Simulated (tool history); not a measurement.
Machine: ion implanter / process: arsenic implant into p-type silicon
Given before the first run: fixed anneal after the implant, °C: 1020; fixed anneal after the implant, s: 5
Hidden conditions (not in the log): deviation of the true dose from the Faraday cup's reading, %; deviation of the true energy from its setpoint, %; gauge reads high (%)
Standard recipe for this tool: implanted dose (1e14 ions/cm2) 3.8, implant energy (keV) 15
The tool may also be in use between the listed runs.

run,hour,implanted dose (1e14 ions/cm2),implant energy (keV),wafers since the last listed run,hours since the last dose calibration,hours since the extraction supply was calibrated,hours since the gauge calibration,"read-back reference wafer on the same gauge, sheet resistance",sheet resistance of the implanted and annealed layer (ohm/square)
1,0,3.8,15,0,75.9,2823.1,741.3,253.07,248.01
2,67.5,3.8,15,2118,143.4,2890.6,808.8,252.76,247.31
3,106.2,3.8,15,1214,182.1,2929.3,847.5,252.37,247.36
4,164.2,3.53,15,1820,240.1,2987.3,905.5,252.25,259.13
5,240.9,3.53,15,2407,316.8,3064,982.2,251.53,259.15
6,332.3,3.53,15,2868,408.2,3155.4,1073.6,251.17,256.14
7,435.6,3.01,15,3241,511.5,3258.7,1176.9,250.62,291.09
8,539.4,2.93,16.5,3257,615.3,3362.5,1280.7,250.3,293.01
9,594.1,2.93,16.5,1716,670,3417.2,1335.4,250.13,295.71
10,671.3,2.93,16.5,2422,747.2,3494.4,1412.6,250.13,290.94
11,751.9,3.8,15,2529,827.8,3575,1493.2,249.83,245.37
12,847.8,3.8,15,3009,923.7,3670.9,1589.1,249.24,240.81
# hour 894.7: extraction supply calibrated
13,913.9,3.8,15,1823,989.8,19.2,1655.2,249.23,244.15
# hour 936.2: Faraday cup replaced and dose calibrated
14,1065.6,2.9,15,4509,129.4,170.9,1806.9,249.09,298.54
15,1168.2,2.9,15,3219,232,273.5,1909.5,248.82,297.94
16,1223.3,3.4,15,1729,287.1,328.6,1964.6,248.89,264.19
17,1297.3,3.4,15,2322,361.1,402.6,2038.6,248.88,264.77
18,1377.3,4.93,13,2510,441.1,482.6,2118.6,248.6,205.83
19,1426,3.8,18.5,1528,489.8,531.3,2167.3,248.69,238.12
20,1532,4.93,11.5,3326,595.8,637.3,2273.3,248.78,207.59
# hour 1604.4: gauge calibrated
21,1607.8,4.84,10.5,2378,671.6,713.1,3.4,257.84,223.3
22,1713.1,3.8,10.5,3304,776.9,818.4,108.7,256.39,264.2
23,1773,4.64,15,1879,836.8,878.3,168.6,255.82,216.99
24,1816,4.92,10,1349,879.8,921.3,211.6,255.21,220.05
25,1873.1,3.3,13.5,1791,936.9,978.4,268.7,255.18,277.18
# hour 1962.3: Faraday cup replaced and dose calibrated
26,1976,4.27,12.5,2978,13.7,1081.3,371.6,254.23,233.2
27,2083.1,3.51,19,3361,120.8,1188.4,478.7,252.97,252.05
28,2132.8,4.69,13.5,1559,170.5,1238.1,528.4,252.68,214.6
29,2191,3.8,15,1826,228.7,1296.3,586.6,252.15,245.49
30,2235.3,3.8,15,1390,273,1340.6,630.9,251.96,246.15
31,2289,2.89,16.5,1685,326.7,1394.3,684.6,251.76,297.39
32,2383.2,3.8,15,2956,420.9,1488.5,778.8,251.14,244.25
33,2481.6,4.31,13,3088,519.3,1586.9,877.2,250.42,227.55
34,2545.2,4.58,12,1995,582.9,1650.5,940.8,249.84,220.16
35,2615.7,2.89,16.5,2212,653.4,1721,1011.3,249.89,292.64

Here are 5 independent what-if runs from the current tool condition. What would each one return?
A,2616.1,4.85,15,12,653.8,1721.4,1011.7,?,?
B,2616.1,2.91,11.5,12,653.8,1721.4,1011.7,?,?
C,2616.1,3.21,15,12,653.8,1721.4,1011.7,?,?
D,2616.1,2.99,19.5,12,653.8,1721.4,1011.7,?,?
E,2616.1,3.8,17,12,653.8,1721.4,1011.7,?,?

run,"read-back reference wafer on the same gauge, sheet resistance",sheet resistance of the implanted and annealed layer (ohm/square)
A,249.51,205.47
B,249.51,306.5
C,249.51,275.73
D,249.51,280.85
E,249.51,239.69
Had the tool no hidden state, the same runs would have come out as:
run,sheet resistance of the implanted and annealed layer (ohm/square)
A,213.94
B,319.13
C,287.09
D,292.42
E,249.56
